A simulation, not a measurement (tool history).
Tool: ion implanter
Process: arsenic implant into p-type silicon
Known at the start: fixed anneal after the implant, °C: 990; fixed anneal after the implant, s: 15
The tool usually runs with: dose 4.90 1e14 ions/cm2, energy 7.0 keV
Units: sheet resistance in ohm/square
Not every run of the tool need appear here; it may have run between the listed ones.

run	hour	dose	energy	read-back reference wafer on the same gauge, sheet resistance	sheet resistance
1	0.0	5.74	7.0	230.02	225.44
# hour 148.1: gauge calibrated
2	170.7	5.74	7.0	229.96	225.95
3	244.9	5.74	7.0	229.92	226.45
4	286.4	4.90	7.0	229.96	248.78
5	323.6	4.90	7.0	230.04	249.44
# hour 423.9: Faraday cup replaced and dose calibrated
6	424.4	4.90	7.0	230.09	244.73
7	508.9	4.90	5.5	230.00	253.19
8	576.2	4.90	5.5	230.02	253.34
9	868.5	5.36	7.0	230.09	233.32
10	959.5	5.36	7.0	229.99	233.09
11	1038.8	5.36	7.0	229.94	233.24
12	1143.9	4.90	7.0	229.99	246.30
# hour 1199.6: extraction supply calibrated
13	1235.6	4.90	7.0	229.99	247.50
14	1291.6	4.90	7.0	230.06	247.78
15	1370.1	4.90	7.0	229.99	247.95
16	1443.6	4.90	7.0	230.06	247.83
17	1508.6	5.39	7.0	230.06	233.46
18	1601.0	4.90	7.0	230.01	248.08
19	1700.8	6.26	9.5	229.90	206.69
20	1755.3	4.90	7.0	229.96	248.80
# hour 1758.0: gauge calibrated
21	1832.6	3.76	8.0	229.99	294.72
22	1904.6	4.90	9.5	229.96	240.16
# hour 1972.6: Faraday cup replaced and dose calibrated
23	2001.7	6.30	5.5	229.98	220.43
24	2071.7	4.90	7.0	230.02	244.07
25	2179.4	4.90	7.0	230.06	244.35
26	2243.5	4.43	6.0	229.98	266.39
27	2330.4	5.75	6.0	229.99	228.54
28	2412.9	5.85	8.5	229.95	214.97
29	2480.1	4.90	8.5	229.97	240.21
30	2568.6	3.70	7.0	230.00	297.73
31	2636.2	3.86	5.0	229.98	300.91
32	2875.5	5.82	8.0	229.99	218.97
33	2967.1	5.91	6.0	229.94	226.06
34	3009.3	3.95	5.5	229.93	294.88
35	3049.1	5.71	4.5	229.98	241.10
36	3139.1	4.90	7.0	230.02	246.72
37	3240.3	5.84	8.5	230.04	217.35
38	3299.7	5.72	8.5	230.09	219.49

Predict each of these 3 candidate next runs independently; none follows another, all start after run 38:
A	3300.1	6.16	7.0	?	?
B	3300.1	5.40	5.0	?	?
C	3300.1	3.92	8.0	?	?

run	read-back reference wafer on the same gauge, sheet resistance	sheet resistance
A	229.97	217.54
B	229.97	244.95
C	229.97	284.73
What these runs would have given with no unlogged condition in the tool:
run	sheet resistance
A	215.10
B	241.87
C	280.09
